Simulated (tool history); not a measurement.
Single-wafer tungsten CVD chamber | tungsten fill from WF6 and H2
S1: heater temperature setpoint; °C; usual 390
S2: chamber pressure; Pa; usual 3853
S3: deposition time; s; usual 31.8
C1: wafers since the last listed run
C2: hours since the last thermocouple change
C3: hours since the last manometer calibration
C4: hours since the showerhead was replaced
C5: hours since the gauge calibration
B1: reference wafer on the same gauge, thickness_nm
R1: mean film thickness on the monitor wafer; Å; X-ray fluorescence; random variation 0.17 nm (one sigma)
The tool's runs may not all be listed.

{"run": 1, "hour": 0.0, "S1": 390, "S2": 3853, "S3": 31.8, "C1": 0, "C2": 1766.8, "C3": 1779.8, "C4": 6445.5, "C5": 102.9, "B1": 73.129, "R1": 845.26}
{"run": 2, "hour": 20.8, "S1": 390, "S2": 3853, "S3": 31.8, "C1": 383, "C2": 1787.6, "C3": 1800.6, "C4": 6466.3, "C5": 123.7, "B1": 73.155, "R1": 843.17}
{"run": 3, "hour": 46.1, "S1": 390, "S2": 3853, "S3": 31.8, "C1": 466, "C2": 1812.9, "C3": 1825.9, "C4": 6491.6, "C5": 149, "B1": 73.077, "R1": 843.72}
{"run": 4, "hour": 67.8, "S1": 390, "S2": 3853, "S3": 28.4, "C1": 399, "C2": 1834.6, "C3": 1847.6, "C4": 6513.3, "C5": 170.7, "B1": 73.068, "R1": 757.54}
{"run": 5, "hour": 138.4, "S1": 390, "S2": 3853, "S3": 31.8, "C1": 1301, "C2": 1905.2, "C3": 1918.2, "C4": 6583.9, "C5": 241.3, "B1": 73.207, "R1": 850.38}
{"run": 6, "hour": 162.2, "S1": 390, "S2": 3853, "S3": 31.8, "C1": 438, "C2": 1929, "C3": 1942, "C4": 6607.7, "C5": 265.1, "B1": 73.126, "R1": 850.93}
{"hour": 190.9, "done": "capacitance manometer re-zeroed and calibrated"}
{"run": 7, "hour": 191.4, "S1": 390, "S2": 4546, "S3": 31.8, "C1": 390, "C2": 1958.2, "C3": 0.5, "C4": 6636.9, "C5": 294.3, "B1": 73.069, "R1": 915.35}
{"run": 8, "hour": 207.3, "S1": 390, "S2": 4546, "S3": 31.8, "C1": 293, "C2": 1974.1, "C3": 16.4, "C4": 6652.8, "C5": 310.2, "B1": 73.096, "R1": 919.64}
{"run": 9, "hour": 240.6, "S1": 390, "S2": 3320, "S3": 31.8, "C1": 613, "C2": 2007.4, "C3": 49.7, "C4": 6686.1, "C5": 343.5, "B1": 73.116, "R1": 795.25}
{"hour": 254.3, "done": "showerhead replaced"}
{"run": 10, "hour": 276.4, "S1": 390, "S2": 3320, "S3": 31.8, "C1": 512, "C2": 2043.2, "C3": 85.5, "C4": 22.1, "C5": 379.3, "B1": 73.066, "R1": 793.36}
{"run": 11, "hour": 309.5, "S1": 390, "S2": 3853, "S3": 31.8, "C1": 610, "C2": 2076.3, "C3": 118.6, "C4": 55.2, "C5": 412.4, "B1": 73.132, "R1": 860.48}
{"run": 12, "hour": 339.4, "S1": 386, "S2": 3853, "S3": 31.8, "C1": 551, "C2": 2106.2, "C3": 148.5, "C4": 85.1, "C5": 442.3, "B1": 73.115, "R1": 787.04}
{"run": 13, "hour": 360.0, "S1": 390, "S2": 3853, "S3": 26.5, "C1": 379, "C2": 2126.8, "C3": 169.1, "C4": 105.7, "C5": 462.9, "B1": 73.137, "R1": 714.55}
{"run": 14, "hour": 392.5, "S1": 400, "S2": 4266, "S3": 26.7, "C1": 599, "C2": 2159.3, "C3": 201.6, "C4": 138.2, "C5": 495.4, "B1": 73.096, "R1": 929.99}
{"hour": 406.9, "done": "gauge calibrated"}
{"run": 15, "hour": 414.5, "S1": 397, "S2": 3853, "S3": 35.5, "C1": 405, "C2": 2181.3, "C3": 223.6, "C4": 160.2, "C5": 7.6, "B1": 73.083, "R1": 1110.54}
{"hour": 436.7, "done": "thermocouple changed; heater temperature recalibrated"}
{"run": 16, "hour": 437.2, "S1": 390, "S2": 3106, "S3": 31.8, "C1": 270, "C2": 0.5, "C3": 246.3, "C4": 182.9, "C5": 30.3, "B1": 73.164, "R1": 695.9}

Run 17 comes next. What will it give?
{"run": 17, "hour": 447.0, "S1": 396, "S2": 4333, "S3": 31.8, "C1": 180, "C2": 10.3, "C3": 256.1, "C4": 192.7, "C5": 40.1, "B1": "?", "R1": "?"}

{"run 17": {"B1": 73.166, "R1": 931.14}}
Without the tool's hidden state the same run would have given R1 926.87 Å.

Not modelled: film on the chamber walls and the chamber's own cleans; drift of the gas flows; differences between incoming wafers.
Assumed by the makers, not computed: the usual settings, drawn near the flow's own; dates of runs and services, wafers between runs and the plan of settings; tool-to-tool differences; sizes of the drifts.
